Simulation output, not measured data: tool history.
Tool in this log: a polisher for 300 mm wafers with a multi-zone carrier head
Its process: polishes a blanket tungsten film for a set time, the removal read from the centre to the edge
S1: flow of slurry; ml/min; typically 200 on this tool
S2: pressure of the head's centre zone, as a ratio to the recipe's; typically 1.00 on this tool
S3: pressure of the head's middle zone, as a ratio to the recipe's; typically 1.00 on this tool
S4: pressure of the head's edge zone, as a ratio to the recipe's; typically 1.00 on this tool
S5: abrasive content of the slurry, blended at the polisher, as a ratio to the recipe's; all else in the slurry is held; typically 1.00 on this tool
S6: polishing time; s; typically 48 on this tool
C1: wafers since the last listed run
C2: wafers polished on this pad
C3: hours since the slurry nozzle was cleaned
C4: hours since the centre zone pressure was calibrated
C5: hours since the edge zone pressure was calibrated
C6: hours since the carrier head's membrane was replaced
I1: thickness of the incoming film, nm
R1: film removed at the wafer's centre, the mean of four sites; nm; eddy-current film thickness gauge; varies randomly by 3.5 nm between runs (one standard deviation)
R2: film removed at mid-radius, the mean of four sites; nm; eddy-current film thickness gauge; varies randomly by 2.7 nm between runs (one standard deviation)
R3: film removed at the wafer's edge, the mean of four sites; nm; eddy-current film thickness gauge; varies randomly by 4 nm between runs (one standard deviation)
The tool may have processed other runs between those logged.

run	day	S1	S2	S3	S4	S5	S6	C1	C2	C3	C4	C5	C6	I1	R1	R2	R3
1	0.000	200	1.00	1.00	1.00	1.00	48	0	4	790.6	1430.7	752.6	1198.3	861.8	244.4	240.6	244.0
2	0.667	200	1.00	1.00	1.00	1.00	48	130	134	806.6	1446.7	768.6	1214.3	869.7	232.9	235.3	242.5
3	1.238	200	1.00	1.00	1.00	1.00	48	111	246	820.3	1460.4	782.3	1228.0	858.3	235.4	232.9	237.5
# day 1.767: centre zone pressure recalibrated
4	2.367	200	0.96	1.00	1.00	1.00	48	204	451	847.4	14.4	809.4	1255.1	849.6	221.0	230.7	235.1
# day 2.629: worn pad replaced by a new one, repeated, since the last time left the tool worse
5	2.721	200	1.10	1.00	1.00	1.00	31	36	17	855.9	22.9	817.9	1263.6	872.7	192.5	169.9	171.7
# day 2.892: edge zone pressure recalibrated
# day 3.117: slurry nozzle cleaned
6	3.233	165	1.00	1.00	1.00	1.00	48	75	93	2.8	35.2	8.2	1275.9	859.8	248.2	253.7	255.5
# day 3.808: carrier head's membrane replaced by a new one
7	3.829	200	1.00	1.00	0.95	1.00	48	75	169	17.1	49.5	22.5	0.5	851.6	256.6	258.4	254.8
8	4.283	200	1.00	1.00	1.00	1.00	48	88	258	28.0	60.4	33.4	11.4	864.6	254.0	253.7	257.7
9	4.662	200	1.00	1.00	1.03	1.00	38	74	332	37.1	69.5	42.5	20.5	861.2	201.1	203.7	206.3
10	5.054	135	1.00	0.97	1.00	1.15	55	76	409	46.5	78.9	51.9	29.9	851.5	275.9	273.2	284.0
11	5.367	200	1.00	1.00	1.00	1.00	63	61	470	54.0	86.4	59.4	37.4	868.8	333.7	331.2	334.6
12	5.933	200	1.00	1.00	1.00	1.00	48	110	581	67.6	100.0	73.0	51.0	859.0	251.7	255.3	259.9
13	7.450	220	1.00	1.00	1.00	1.00	48	296	878	104.0	136.4	109.4	87.4	868.3	257.2	250.4	256.6
14	7.750	155	1.00	0.94	1.00	1.15	32	58	937	111.2	143.6	116.6	94.6	864.5	163.5	155.4	168.8
15	8.108	200	1.00	1.00	1.00	1.00	35	70	1007	119.8	152.2	125.2	103.2	855.0	181.5	182.0	186.3
16	8.762	200	1.00	1.03	1.00	1.00	53	128	1135	135.5	167.9	140.9	118.9	868.4	273.8	288.4	288.7
# day 9.367: worn pad replaced by a new one
17	9.388	200	1.00	1.05	1.03	1.00	48	89	3	150.5	182.9	155.9	133.9	857.9	268.7	276.1	273.5
18	9.925	200	1.00	1.00	1.00	1.00	48	105	109	163.4	195.8	168.8	146.8	853.4	264.5	261.4	258.9
19	10.383	200	1.00	1.03	1.00	1.00	53	89	198	174.4	206.8	179.8	157.8	861.6	288.7	290.0	293.7
20	11.592	200	1.00	1.00	1.00	1.00	48	236	435	203.4	235.8	208.8	186.8	866.4	256.6	249.4	255.7

Consider 5 possible next runs. They are alternatives, not a sequence: every one starts from the tool as it was left by run 20. What does each give?
A	11.608	200	1.00	1.00	1.00	1.00	48	3	438	203.8	236.2	209.2	187.2	849.6	?	?	?
B	11.608	200	1.00	1.08	1.00	1.00	59	3	438	203.8	236.2	209.2	187.2	849.6	?	?	?
C	11.608	200	1.00	1.11	0.96	1.00	57	3	438	203.8	236.2	209.2	187.2	849.6	?	?	?
D	11.608	200	1.00	0.91	1.07	1.00	48	3	438	203.8	236.2	209.2	187.2	849.6	?	?	?
E	11.608	200	1.08	1.00	0.95	1.10	65	3	438	203.8	236.2	209.2	187.2	849.6	?	?	?

run	R1	R2	R3
A	257.1	256.5	257.3
B	316.2	336.6	316.0
C	305.6	333.0	299.6
D	257.0	237.0	265.8
E	384.2	354.6	347.8
What these runs would have given with no unlogged condition in the tool:
run	R1	R2	R3
A	268.2	267.6	268.5
B	329.9	351.2	329.6
C	318.8	347.4	312.6
D	268.1	247.3	277.3
E	400.9	370.0	362.8
